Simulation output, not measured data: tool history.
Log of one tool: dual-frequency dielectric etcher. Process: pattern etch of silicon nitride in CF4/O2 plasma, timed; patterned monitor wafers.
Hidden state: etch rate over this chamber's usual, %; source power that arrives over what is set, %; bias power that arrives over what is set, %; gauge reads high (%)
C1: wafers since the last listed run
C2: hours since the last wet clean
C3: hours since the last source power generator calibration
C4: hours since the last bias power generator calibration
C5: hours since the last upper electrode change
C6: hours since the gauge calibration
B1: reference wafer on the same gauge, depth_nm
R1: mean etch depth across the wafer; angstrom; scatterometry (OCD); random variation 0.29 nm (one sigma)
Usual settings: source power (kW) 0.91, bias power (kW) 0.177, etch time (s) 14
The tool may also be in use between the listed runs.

{"run": 1, "hour": 0.0, "source power (kW)": 0.97, "bias power (kW)": 0.177, "etch time (s)": 14, "C1": 0, "C2": 88.5, "C3": 3529.8, "C4": 2596.8, "C5": 3007.8, "C6": 175, "B1": 35.94, "R1": 458.2}
{"run": 2, "hour": 16.2, "source power (kW)": 0.91, "bias power (kW)": 0.177, "etch time (s)": 14, "C1": 247, "C2": 104.7, "C3": 3546, "C4": 2613, "C5": 3024, "C6": 191.2, "B1": 35.91, "R1": 441.1}
{"run": 3, "hour": 39.9, "source power (kW)": 0.91, "bias power (kW)": 0.177, "etch time (s)": 14, "C1": 361, "C2": 128.4, "C3": 3569.7, "C4": 2636.7, "C5": 3047.7, "C6": 214.9, "B1": 35.8, "R1": 438}
{"run": 4, "hour": 58.9, "source power (kW)": 0.91, "bias power (kW)": 0.177, "etch time (s)": 14, "C1": 289, "C2": 147.4, "C3": 3588.7, "C4": 2655.7, "C5": 3066.7, "C6": 233.9, "B1": 35.92, "R1": 441}
{"run": 5, "hour": 94.5, "source power (kW)": 0.91, "bias power (kW)": 0.177, "etch time (s)": 14, "C1": 543, "C2": 183, "C3": 3624.3, "C4": 2691.3, "C5": 3102.3, "C6": 269.5, "B1": 35.86, "R1": 439.6}
{"run": 6, "hour": 120.9, "source power (kW)": 0.91, "bias power (kW)": 0.177, "etch time (s)": 14, "C1": 402, "C2": 209.4, "C3": 3650.7, "C4": 2717.7, "C5": 3128.7, "C6": 295.9, "B1": 35.93, "R1": 439.7}
{"run": 7, "hour": 134.3, "source power (kW)": 0.91, "bias power (kW)": 0.177, "etch time (s)": 14, "C1": 204, "C2": 222.8, "C3": 3664.1, "C4": 2731.1, "C5": 3142.1, "C6": 309.3, "B1": 35.85, "R1": 438}
{"run": 8, "hour": 161.1, "source power (kW)": 0.91, "bias power (kW)": 0.177, "etch time (s)": 14, "C1": 408, "C2": 249.6, "C3": 3690.9, "C4": 2757.9, "C5": 3168.9, "C6": 336.1, "B1": 35.91, "R1": 433.6}
{"run": 9, "hour": 192.0, "source power (kW)": 0.91, "bias power (kW)": 0.177, "etch time (s)": 14, "C1": 471, "C2": 280.5, "C3": 3721.8, "C4": 2788.8, "C5": 3199.8, "C6": 367, "B1": 35.88, "R1": 437.5}
{"run": 10, "hour": 224.6, "source power (kW)": 0.91, "bias power (kW)": 0.177, "etch time (s)": 14, "C1": 497, "C2": 313.1, "C3": 3754.4, "C4": 2821.4, "C5": 3232.4, "C6": 399.6, "B1": 35.85, "R1": 431.9}
{"run": 11, "hour": 257.2, "source power (kW)": 0.91, "bias power (kW)": 0.19, "etch time (s)": 14, "C1": 497, "C2": 345.7, "C3": 3787, "C4": 2854, "C5": 3265, "C6": 432.2, "B1": 35.87, "R1": 451.1}
{"run": 12, "hour": 284.6, "source power (kW)": 0.91, "bias power (kW)": 0.19, "etch time (s)": 14, "C1": 418, "C2": 373.1, "C3": 3814.4, "C4": 2881.4, "C5": 3292.4, "C6": 459.6, "B1": 35.85, "R1": 446.8}
{"hour": 289.7, "done": "source power generator calibrated"}
{"run": 13, "hour": 306.4, "source power (kW)": 1.06, "bias power (kW)": 0.208, "etch time (s)": 10.5, "C1": 271, "C2": 394.9, "C3": 16.7, "C4": 2903.2, "C5": 3314.2, "C6": 481.4, "B1": 35.87, "R1": 380.7}
{"run": 14, "hour": 333.4, "source power (kW)": 0.91, "bias power (kW)": 0.177, "etch time (s)": 14, "C1": 412, "C2": 421.9, "C3": 43.7, "C4": 2930.2, "C5": 3341.2, "C6": 508.4, "B1": 35.88, "R1": 430.4}
{"run": 15, "hour": 362.7, "source power (kW)": 0.91, "bias power (kW)": 0.154, "etch time (s)": 16.5, "C1": 447, "C2": 451.2, "C3": 73, "C4": 2959.5, "C5": 3370.5, "C6": 537.7, "B1": 35.95, "R1": 479.8}
{"hour": 385.2, "done": "gauge calibrated"}
{"hour": 392.2, "done": "bias power generator calibrated"}
{"run": 16, "hour": 397.0, "source power (kW)": 0.91, "bias power (kW)": 0.177, "etch time (s)": 14, "C1": 462, "C2": 485.5, "C3": 107.3, "C4": 4.8, "C5": 3404.8, "C6": 11.8, "B1": 35.82, "R1": 432.8}
{"run": 17, "hour": 413.4, "source power (kW)": 0.91, "bias power (kW)": 0.213, "etch time (s)": 16.5, "C1": 250, "C2": 501.9, "C3": 123.7, "C4": 21.2, "C5": 3421.2, "C6": 28.2, "B1": 35.92, "R1": 548.7}
{"hour": 439.9, "done": "wet clean of the chamber"}
{"run": 18, "hour": 440.4, "source power (kW)": 0.76, "bias power (kW)": 0.153, "etch time (s)": 11.5, "C1": 45, "C2": 0.5, "C3": 150.7, "C4": 48.2, "C5": 3448.2, "C6": 55.2, "B1": 35.79, "R1": 293.3}
{"run": 19, "hour": 468.0, "source power (kW)": 0.98, "bias power (kW)": 0.202, "etch time (s)": 14, "C1": 421, "C2": 28.1, "C3": 178.3, "C4": 75.8, "C5": 3475.8, "C6": 82.8, "B1": 35.9, "R1": 459.8}
{"hour": 509.9, "done": "upper electrode replaced"}
{"run": 20, "hour": 510.4, "source power (kW)": 0.84, "bias power (kW)": 0.177, "etch time (s)": 14, "C1": 280, "C2": 70.5, "C3": 220.7, "C4": 118.2, "C5": 0.5, "C6": 125.2, "B1": 35.88, "R1": 398.5}
{"run": 21, "hour": 515.6, "source power (kW)": 0.7, "bias power (kW)": 0.196, "etch time (s)": 14, "C1": 79, "C2": 75.7, "C3": 225.9, "C4": 123.4, "C5": 5.7, "C6": 130.4, "B1": 35.91, "R1": 375.5}

Run 22 comes next. What will it give?
{"run": 22, "hour": 541.0, "source power (kW)": 0.91, "bias power (kW)": 0.177, "etch time (s)": 14, "C1": 387, "C2": 101.1, "C3": 251.3, "C4": 148.8, "C5": 31.1, "C6": 155.8, "B1": "?", "R1": "?"}

B1: 35.84
R1: 412.4 angstrom
Without the tool's hidden state the same run would have given R1 441.5 angstrom.
